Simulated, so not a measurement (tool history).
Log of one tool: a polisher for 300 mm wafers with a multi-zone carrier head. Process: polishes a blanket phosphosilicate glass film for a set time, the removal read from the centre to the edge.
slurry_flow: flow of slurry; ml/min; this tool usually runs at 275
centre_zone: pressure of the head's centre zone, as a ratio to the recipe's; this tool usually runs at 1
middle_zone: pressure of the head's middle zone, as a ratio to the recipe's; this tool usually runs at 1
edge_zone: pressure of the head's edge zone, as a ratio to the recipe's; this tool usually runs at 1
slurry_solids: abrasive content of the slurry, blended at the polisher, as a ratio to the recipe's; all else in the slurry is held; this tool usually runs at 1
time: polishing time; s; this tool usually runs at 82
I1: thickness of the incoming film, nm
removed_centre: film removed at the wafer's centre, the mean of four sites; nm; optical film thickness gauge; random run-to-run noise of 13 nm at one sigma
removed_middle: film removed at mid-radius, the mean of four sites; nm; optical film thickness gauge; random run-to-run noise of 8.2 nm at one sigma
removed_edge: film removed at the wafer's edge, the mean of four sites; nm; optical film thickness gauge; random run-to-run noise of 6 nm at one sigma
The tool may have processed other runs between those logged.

Run 1, hour 0: usual settings but time 104 s; I1 3550.8. Result: removed_centre 1010 nm, removed_middle 1032.2 nm, removed_edge 1012.3 nm.
At hour 18.7: carrier head's membrane replaced by a new one.
Run 2, hour 32.7: usual settings but slurry_flow 215 ml/min, centre_zone 1.06; I1 3532. Result: removed_centre 798.6 nm, removed_middle 764.8 nm, removed_edge 770.3 nm.
Run 3, hour 55.5: usual settings but slurry_flow 215 ml/min, centre_zone 1.06; I1 3520.6. Result: removed_centre 804.3 nm, removed_middle 774 nm, removed_edge 782.8 nm.
At hour 59.9: worn pad replaced by a new one.
Run 4, hour 78.3: usual settings but middle_zone 0.97, edge_zone 1.04; I1 3475.9. Result: removed_centre 815.8 nm, removed_middle 816.6 nm, removed_edge 843.1 nm.
Run 5, hour 102.7: usual settings but middle_zone 0.97, edge_zone 1.04; I1 3540.4. Result: removed_centre 781 nm, removed_middle 802.8 nm, removed_edge 817.9 nm.
At hour 107.3: slurry nozzle cleaned.
Run 6, hour 118.8: usual settings; I1 3538.3. Result: removed_centre 830.1 nm, removed_middle 846 nm, removed_edge 817.3 nm.
Run 7, hour 141.8: usual settings; I1 3571.2. Result: removed_centre 836.4 nm, removed_middle 847.7 nm, removed_edge 827.7 nm.
Run 8, hour 157.3: usual settings but slurry_flow 190 ml/min, middle_zone 1.08, slurry_solids 1.2, time 70 s; I1 3504.8. Result: removed_centre 704.5 nm, removed_middle 758.8 nm, removed_edge 711.4 nm.
At hour 168: edge zone pressure recalibrated.
Run 9, hour 172.4: usual settings but slurry_flow 330 ml/min, slurry_solids 1.15, time 102 s; I1 3535.1. Result: removed_centre 1069 nm, removed_middle 1100.9 nm, removed_edge 1062.7 nm.
At hour 190.2: worn pad replaced by a new one.
Run 10, hour 202: usual settings; I1 3547.3. Result: removed_centre 846 nm, removed_middle 871.9 nm, removed_edge 848.5 nm.
Run 11, hour 233.8: usual settings; I1 3490.6. Result: removed_centre 839.2 nm, removed_middle 833.2 nm, removed_edge 825.3 nm.
Run 12, hour 264.2: usual settings but slurry_solids 0.8; I1 3552.4. Result: removed_centre 786.4 nm, removed_middle 779.8 nm, removed_edge 756 nm.
At hour 317.3: centre zone pressure recalibrated.
Run 13, hour 323: usual settings but centre_zone 1.1, time 57 s; I1 3512.3. Result: removed_centre 612.5 nm, removed_middle 555 nm, removed_edge 555.1 nm.
At hour 345.1: worn pad replaced by a new one.
Run 14, hour 354.8: usual settings but centre_zone 1.12; I1 3517.4. Result: removed_centre 961.2 nm, removed_middle 877.1 nm, removed_edge 852 nm.
Run 15, hour 384.2: usual settings; I1 3536. Result: removed_centre 834.3 nm, removed_middle 854 nm, removed_edge 822.9 nm.
Run 16, hour 404.2: usual settings but edge_zone 1.12, slurry_solids 0.9, time 74 s; I1 3520.3. Result: removed_centre 717.7 nm, removed_middle 729.4 nm, removed_edge 757.9 nm.
Run 17, hour 420.7: usual settings but slurry_solids 0.75; I1 3495. Result: removed_centre 738 nm, removed_middle 759.6 nm, removed_edge 753.5 nm.
Run 18, hour 449.6: usual settings but slurry_flow 330 ml/min, middle_zone 0.89, edge_zone 1.05; I1 3536.5. Result: removed_centre 807.6 nm, removed_middle 757.3 nm, removed_edge 842.4 nm.
Run 19, hour 465: usual settings but slurry_flow 210 ml/min, edge_zone 0.89, slurry_solids 0.9, time 106 s; I1 3560.5. Result: removed_centre 965.9 nm, removed_middle 1003.8 nm, removed_edge 923.6 nm.
At hour 478.9: worn pad replaced by a new one.
Run 20, hour 480.1: usual settings but centre_zone 1.12; I1 3562. Result: removed_centre 945.2 nm, removed_middle 875.1 nm, removed_edge 862.1 nm.
Run 21, hour 515: usual settings but centre_zone 1.05, time 66 s; I1 3472.6. Result: removed_centre 690.5 nm, removed_middle 669.9 nm, removed_edge 657.1 nm.
Run 22, hour 529.7: usual settings; I1 3550.6. Result: removed_centre 817.6 nm, removed_middle 832.9 nm, removed_edge 806.2 nm.

Below, some changes in removed_centre between adjacent runs. For each, the amount present without the hidden state too (settings, incoming material, random variation) and the amount remaining for the hidden state with gauge scatter not shared by both compared results:
The tool's hidden condition here consists of: removal rate lost through wear of the pad, %; slurry flow missing at the pad, %; deviation of the centre zone's pressure from its setpoint, %; deviation of the edge zone's pressure from its setpoint, %.
Run 8 -> 9: slurry_flow 190 -> 330, middle_zone 1.08 -> 1, slurry_solids 1.2 -> 1.15, time 70 -> 102, edge zone pressure recalibrated. removed_centre +364.5 nm: hidden state -29.2, all else +393.7.
Run 9 -> 10: slurry_flow 330 -> 275, slurry_solids 1.15 -> 1, time 102 -> 82, worn pad replaced by a new one. removed_centre -223 nm: hidden state +54.9, all else -277.9.
Run 13 -> 14: centre_zone 1.1 -> 1.12, time 57 -> 82, worn pad replaced by a new one. removed_centre +348.7 nm: hidden state +27.3, all else +321.4.
Run 19 -> 20: slurry_flow 210 -> 275, centre_zone 1 -> 1.12, edge_zone 0.89 -> 1, slurry_solids 0.9 -> 1, time 106 -> 82, worn pad replaced by a new one. removed_centre -20.7 nm: hidden state +75.4, all else -96.1.

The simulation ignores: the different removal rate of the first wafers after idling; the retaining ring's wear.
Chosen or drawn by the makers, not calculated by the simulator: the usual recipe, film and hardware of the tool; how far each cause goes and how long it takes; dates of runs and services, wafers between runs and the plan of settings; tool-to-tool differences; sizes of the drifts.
